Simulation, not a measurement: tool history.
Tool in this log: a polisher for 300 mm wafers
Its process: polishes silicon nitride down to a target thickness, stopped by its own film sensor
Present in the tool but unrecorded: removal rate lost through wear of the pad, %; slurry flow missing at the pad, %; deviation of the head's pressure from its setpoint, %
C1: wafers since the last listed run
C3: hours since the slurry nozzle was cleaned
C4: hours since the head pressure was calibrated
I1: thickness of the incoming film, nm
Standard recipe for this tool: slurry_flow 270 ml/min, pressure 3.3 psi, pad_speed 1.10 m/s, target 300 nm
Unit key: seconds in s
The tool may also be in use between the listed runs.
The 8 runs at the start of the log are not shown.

run 9 hour=80.2 | slurry_flow=270 pressure=3.3 pad_speed=1.10 target=322 | C1=129 wafers_polished_on_this_pad=955 C3=109.5 C4=1150.3 | I1=554.6 | seconds=157.0
run 10 hour=92.4 | slurry_flow=270 pressure=3.3 pad_speed=1.10 target=322 | C1=106 wafers_polished_on_this_pad=1062 C3=121.7 C4=1162.5 | I1=549.9 | seconds=153.3
run 11 hour=100.5 | slurry_flow=270 pressure=3.3 pad_speed=1.10 target=300 | C1=70 wafers_polished_on_this_pad=1133 C3=129.8 C4=1170.6 | I1=547.9 | seconds=171.0
-- hour=115.9 worn pad replaced by a new one
run 12 hour=116.4 | slurry_flow=270 pressure=3.3 pad_speed=1.10 target=300 | C1=103 wafers_polished_on_this_pad=4 C3=145.7 C4=1186.5 | I1=551.2 | seconds=148.0
run 13 hour=121.9 | slurry_flow=270 pressure=3.3 pad_speed=1.24 target=300 | C1=48 wafers_polished_on_this_pad=52 C3=151.2 C4=1192.0 | I1=545.5 | seconds=137.6
run 14 hour=128.8 | slurry_flow=270 pressure=3.3 pad_speed=1.24 target=300 | C1=60 wafers_polished_on_this_pad=112 C3=158.1 C4=1198.9 | I1=553.9 | seconds=145.8
run 15 hour=135.9 | slurry_flow=270 pressure=3.3 pad_speed=1.10 target=300 | C1=61 wafers_polished_on_this_pad=174 C3=165.2 C4=1206.0 | I1=543.9 | seconds=146.8
run 16 hour=148.5 | slurry_flow=270 pressure=3.3 pad_speed=1.10 target=300 | C1=110 wafers_polished_on_this_pad=284 C3=177.8 C4=1218.6 | I1=553.9 | seconds=159.8
run 17 hour=165.8 | slurry_flow=270 pressure=3.3 pad_speed=1.10 target=300 | C1=151 wafers_polished_on_this_pad=435 C3=195.1 C4=1235.9 | I1=545.9 | seconds=153.6
run 18 hour=181.9 | slurry_flow=270 pressure=3.3 pad_speed=1.10 target=300 | C1=140 wafers_polished_on_this_pad=576 C3=211.2 C4=1252.0 | I1=545.9 | seconds=158.9
run 19 hour=195.1 | slurry_flow=270 pressure=3.3 pad_speed=1.10 target=300 | C1=115 wafers_polished_on_this_pad=691 C3=224.4 C4=1265.2 | I1=549.2 | seconds=167.6
run 20 hour=206.4 | slurry_flow=270 pressure=3.3 pad_speed=1.10 target=300 | C1=98 wafers_polished_on_this_pad=790 C3=235.7 C4=1276.5 | I1=545.2 | seconds=159.5

What does the tool deliver on the next run?
run 21 hour=222.6 | slurry_flow=270 pressure=3.6 pad_speed=1.40 target=300 | C1=141 wafers_polished_on_this_pad=931 C3=251.9 C4=1292.7 | I1=539.3 | seconds=?

{"run 21": {"seconds": 125.1}}
Take away the tool's hidden state, keep the run-to-run variation as it was, and the same run would have given seconds 110.5 s.
